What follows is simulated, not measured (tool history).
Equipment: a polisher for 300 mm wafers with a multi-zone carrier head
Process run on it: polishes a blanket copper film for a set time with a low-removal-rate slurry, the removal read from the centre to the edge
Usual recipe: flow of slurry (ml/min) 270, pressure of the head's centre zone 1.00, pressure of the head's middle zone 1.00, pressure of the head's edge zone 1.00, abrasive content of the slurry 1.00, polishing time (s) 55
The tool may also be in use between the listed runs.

| run | day | flow of slurry (ml/min) | pressure of the head's centre zone | pressure of the head's middle zone | pressure of the head's edge zone | abrasive content of the slurry | polishing time (s) | incoming thickness of the incoming film, nm | film removed at the wafer's centre (nm) | film removed at mid-radius (nm) | film removed at the wafer's edge (nm) |
|---|---|---|---|---|---|---|---|---|---|---|---|
| 1 | 0.000 | 270 | 1.00 | 1.00 | 1.00 | 1.00 | 55 | 1007.2 | 189.3 | 192.1 | 189.2 |
| 2 | 0.350 | 270 | 0.96 | 1.00 | 1.00 | 1.00 | 55 | 1023.1 | 181.5 | 189.4 | 194.4 |
| 3 | 0.754 | 270 | 1.00 | 1.00 | 1.00 | 1.00 | 55 | 1003.6 | 187.7 | 188.4 | 192.7 |
| 4 | 1.338 | 270 | 1.00 | 1.00 | 1.00 | 1.00 | 55 | 1009.4 | 185.6 | 185.1 | 184.3 |
|  | 1.921 | carrier head's membrane replaced by a new one |
| 5 | 1.988 | 270 | 1.00 | 1.00 | 1.00 | 1.00 | 55 | 1015.5 | 184.0 | 183.6 | 182.9 |
| 6 | 2.408 | 270 | 1.00 | 1.00 | 1.00 | 1.00 | 55 | 1003.7 | 180.7 | 182.3 | 184.4 |
| 7 | 2.717 | 270 | 1.00 | 1.00 | 1.00 | 1.00 | 55 | 1009.9 | 179.2 | 181.0 | 179.0 |
|  | 3.058 | worn pad replaced by a new one |
| 8 | 3.079 | 270 | 1.00 | 1.00 | 1.00 | 1.00 | 55 | 1014.1 | 185.0 | 187.9 | 190.8 |
| 9 | 3.342 | 270 | 1.00 | 1.00 | 1.00 | 1.00 | 55 | 1025.4 | 188.0 | 186.5 | 189.5 |
| 10 | 3.596 | 270 | 1.00 | 1.00 | 1.00 | 1.15 | 55 | 1019.1 | 188.6 | 194.9 | 193.4 |
| 11 | 4.112 | 270 | 1.00 | 1.00 | 1.00 | 1.00 | 55 | 1009.6 | 185.5 | 186.8 | 188.4 |
|  | 4.500 | slurry nozzle cleaned |
| 12 | 4.554 | 270 | 1.00 | 0.96 | 1.00 | 0.90 | 55 | 1000.7 | 198.1 | 191.9 | 191.8 |
| 13 | 4.833 | 270 | 0.90 | 1.00 | 1.00 | 1.00 | 55 | 995.2 | 178.6 | 199.1 | 202.1 |
|  | 5.208 | edge zone pressure recalibrated |
|  | 5.979 | centre zone pressure recalibrated |
| 14 | 6.625 | 270 | 1.00 | 1.00 | 1.00 | 1.00 | 55 | 1010.3 | 194.8 | 189.8 | 195.1 |
|  | 7.258 | worn pad replaced by a new one |
| 15 | 7.279 | 270 | 1.00 | 1.05 | 1.00 | 1.00 | 55 | 1029.6 | 200.5 | 206.2 | 194.8 |
| 16 | 7.529 | 340 | 0.88 | 1.00 | 1.00 | 1.00 | 55 | 1015.8 | 182.5 | 205.4 | 203.3 |
| 17 | 7.962 | 270 | 0.97 | 1.00 | 1.00 | 1.00 | 55 | 1029.5 | 194.6 | 198.4 | 201.2 |
| 18 | 8.275 | 270 | 1.00 | 1.05 | 1.00 | 1.00 | 55 | 1014.7 | 199.6 | 204.8 | 197.9 |
| 19 | 8.733 | 205 | 1.00 | 1.03 | 1.03 | 1.20 | 55 | 1013.3 | 196.9 | 198.9 | 202.8 |
| 20 | 9.442 | 340 | 1.00 | 0.96 | 1.00 | 0.75 | 68 | 1013.5 | 241.8 | 236.5 | 235.8 |

The logged runs with the hidden state left out (each run's random variation unchanged):
The hidden state here: removal rate lost through wear of the pad, %; slurry flow missing at the pad, %; deviation of the centre zone's pressure from its setpoint, %; deviation of the edge zone's pressure from its setpoint, %.
| run | film removed at the wafer's centre (nm) | film removed at mid-radius (nm) | film removed at the wafer's edge (nm) |
|---|---|---|---|
| 1 | 201.0 | 202.7 | 197.2 |
| 2 | 193.6 | 200.8 | 203.5 |
| 3 | 201.6 | 201.0 | 202.8 |
| 4 | 201.6 | 199.6 | 195.9 |
| 5 | 203.0 | 201.1 | 197.2 |
| 6 | 201.8 | 202.0 | 201.1 |
| 7 | 202.0 | 202.5 | 197.0 |
| 8 | 200.2 | 201.7 | 201.3 |
| 9 | 204.0 | 200.6 | 200.2 |
| 10 | 205.2 | 210.2 | 204.8 |
| 11 | 203.3 | 202.8 | 200.6 |
| 12 | 200.9 | 194.5 | 194.3 |
| 13 | 181.6 | 202.4 | 205.3 |
| 14 | 204.6 | 199.2 | 204.7 |
| 15 | 202.0 | 207.6 | 196.0 |
| 16 | 183.7 | 206.7 | 204.4 |
| 17 | 196.4 | 200.1 | 202.8 |
| 18 | 201.8 | 207.0 | 199.8 |
| 19 | 200.3 | 202.1 | 205.8 |
| 20 | 247.4 | 241.9 | 240.9 |

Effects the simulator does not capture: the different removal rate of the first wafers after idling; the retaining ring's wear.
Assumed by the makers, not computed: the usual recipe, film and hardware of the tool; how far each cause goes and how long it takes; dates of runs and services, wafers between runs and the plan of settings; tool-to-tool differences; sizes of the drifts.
